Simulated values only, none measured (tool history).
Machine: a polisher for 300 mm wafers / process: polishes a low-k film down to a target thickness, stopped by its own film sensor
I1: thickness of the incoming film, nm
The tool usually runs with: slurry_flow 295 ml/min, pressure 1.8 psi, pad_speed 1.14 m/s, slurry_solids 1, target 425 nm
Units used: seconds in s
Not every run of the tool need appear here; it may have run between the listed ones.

{"run": 1, "hour": 0.0, "slurry_flow": 295, "pressure": 1.8, "pad_speed": 1.14, "slurry_solids": 1, "target": 425, "I1": 456.6, "seconds": 82.1}
{"run": 2, "hour": 44.5, "slurry_flow": 270, "pressure": 1.8, "pad_speed": 0.94, "slurry_solids": 1, "target": 425, "I1": 448.7, "seconds": 68}
{"hour": 125.8, "done": "head pressure recalibrated"}
{"run": 3, "hour": 140.3, "slurry_flow": 295, "pressure": 1.8, "pad_speed": 0.98, "slurry_solids": 1, "target": 425, "I1": 446.3, "seconds": 60.1}
{"hour": 262.8, "done": "slurry blender recalibrated"}
{"run": 4, "hour": 307.4, "slurry_flow": 295, "pressure": 1.8, "pad_speed": 1.14, "slurry_solids": 1, "target": 425, "I1": 445.8, "seconds": 52.6}
{"hour": 332.9, "done": "conditioning disc replaced and pad reconditioned"}
{"run": 5, "hour": 361.8, "slurry_flow": 295, "pressure": 1.8, "pad_speed": 1.14, "slurry_solids": 1, "target": 425, "I1": 452.7, "seconds": 70}
{"run": 6, "hour": 404.8, "slurry_flow": 295, "pressure": 1.5, "pad_speed": 1.5, "slurry_solids": 1, "target": 425, "I1": 443.8, "seconds": 46}
{"hour": 426.3, "done": "worn pad replaced by a new one"}
{"hour": 468.1, "done": "slurry nozzle cleaned"}
{"run": 7, "hour": 518.0, "slurry_flow": 395, "pressure": 2.2, "pad_speed": 1.44, "slurry_solids": 1, "target": 425, "I1": 450.3, "seconds": 51.2}
{"run": 8, "hour": 561.7, "slurry_flow": 295, "pressure": 1.8, "pad_speed": 1.3, "slurry_solids": 1, "target": 425, "I1": 452.8, "seconds": 68}
{"run": 9, "hour": 605.7, "slurry_flow": 195, "pressure": 1.8, "pad_speed": 1.5, "slurry_solids": 1, "target": 425, "I1": 447.4, "seconds": 53.3}
{"run": 10, "hour": 654.4, "slurry_flow": 295, "pressure": 1.8, "pad_speed": 1.14, "slurry_solids": 1, "target": 429, "I1": 443.4, "seconds": 37.8}
{"run": 11, "hour": 733.6, "slurry_flow": 295, "pressure": 1.3, "pad_speed": 1.5, "slurry_solids": 0.9, "target": 421, "I1": 451.2, "seconds": 90.3}
{"run": 12, "hour": 803.3, "slurry_flow": 295, "pressure": 2.2, "pad_speed": 1.26, "slurry_solids": 1, "target": 425, "I1": 445, "seconds": 47.6}
{"run": 13, "hour": 841.9, "slurry_flow": 295, "pressure": 2.4, "pad_speed": 1.14, "slurry_solids": 1.25, "target": 417, "I1": 451.8, "seconds": 73.6}
{"hour": 887.1, "done": "slurry blender recalibrated"}
{"hour": 924.4, "done": "conditioning disc replaced and pad reconditioned"}
{"run": 14, "hour": 941.6, "slurry_flow": 295, "pressure": 1.8, "pad_speed": 0.98, "slurry_solids": 1, "target": 425, "I1": 453.1, "seconds": 73.4}
{"hour": 1043.5, "done": "slurry nozzle cleaned"}
{"hour": 1130.0, "done": "worn pad replaced by a new one"}
{"run": 15, "hour": 1207.3, "slurry_flow": 295, "pressure": 2.1, "pad_speed": 1.14, "slurry_solids": 1, "target": 422, "I1": 445.6, "seconds": 54.7}
{"run": 16, "hour": 1280.3, "slurry_flow": 295, "pressure": 2, "pad_speed": 1.14, "slurry_solids": 1.25, "target": 425, "I1": 455.5, "seconds": 69}
{"hour": 1375.3, "done": "head pressure recalibrated"}
{"run": 17, "hour": 1383.2, "slurry_flow": 335, "pressure": 2.2, "pad_speed": 1.14, "slurry_solids": 1, "target": 425, "I1": 450.2, "seconds": 58.8}
{"run": 18, "hour": 1458.7, "slurry_flow": 190, "pressure": 1.4, "pad_speed": 1.02, "slurry_solids": 0.85, "target": 425, "I1": 450.6, "seconds": 97.8}
{"run": 19, "hour": 1501.9, "slurry_flow": 295, "pressure": 2.4, "pad_speed": 1.14, "slurry_solids": 1, "target": 425, "I1": 449.7, "seconds": 59.2}
{"hour": 1522.6, "done": "slurry blender recalibrated"}
{"hour": 1537.6, "done": "conditioning disc replaced and pad reconditioned"}
{"run": 20, "hour": 1599.0, "slurry_flow": 230, "pressure": 1.8, "pad_speed": 0.9, "slurry_solids": 1.2, "target": 432, "I1": 447.7, "seconds": 42}
{"run": 21, "hour": 1671.8, "slurry_flow": 295, "pressure": 1.8, "pad_speed": 1.44, "slurry_solids": 0.75, "target": 417, "I1": 445.7, "seconds": 77}
{"run": 22, "hour": 1715.0, "slurry_flow": 295, "pressure": 1.8, "pad_speed": 1.14, "slurry_solids": 1, "target": 418, "I1": 449.4, "seconds": 80.8}
{"hour": 1792.2, "done": "slurry nozzle cleaned"}
{"hour": 1796.6, "done": "worn pad replaced by a new one"}
{"run": 23, "hour": 1809.1, "slurry_flow": 295, "pressure": 2.2, "pad_speed": 0.8, "slurry_solids": 1, "target": 422, "I1": 450.7, "seconds": 76.6}
{"run": 24, "hour": 1906.4, "slurry_flow": 295, "pressure": 1.8, "pad_speed": 1.14, "slurry_solids": 1, "target": 425, "I1": 447.8, "seconds": 61.3}
{"run": 25, "hour": 1994.6, "slurry_flow": 295, "pressure": 1.8, "pad_speed": 1.14, "slurry_solids": 1, "target": 425, "I1": 452.2, "seconds": 75.2}

Measured minus without-hidden-state, run by run (identical run-to-run variation in each term; gauge scatter may differ):
Hidden state at play: removal rate lost through wear of the pad, %; slurry flow missing at the pad, %; deviation of the head's pressure from its setpoint, %; abrasive missing from the slurry, %; time polished since the conditioner stopped cutting, s.
run=1 seconds=+3.3
run=2 seconds=+3.4
run=3 seconds=+4.7
run=4 seconds=+0.5
run=5 seconds=+0.9
run=6 seconds=+0.7
run=7 seconds=+1.6
run=8 seconds=+2.6
run=9 seconds=+2.5
run=10 seconds=+2.2
run=11 seconds=+7.8
run=12 seconds=+5.1
run=13 seconds=+8.3
run=14 seconds=+0.7
run=15 seconds=+2.2
run=16 seconds=+3.5
run=17 seconds=+5.2
run=18 seconds=+12.4
run=19 seconds=+8.2
run=20 seconds=+1
run=21 seconds=+2.5
run=22 seconds=+2.7
run=23 seconds=+3.7
run=24 seconds=+4.3
run=25 seconds=+7.3

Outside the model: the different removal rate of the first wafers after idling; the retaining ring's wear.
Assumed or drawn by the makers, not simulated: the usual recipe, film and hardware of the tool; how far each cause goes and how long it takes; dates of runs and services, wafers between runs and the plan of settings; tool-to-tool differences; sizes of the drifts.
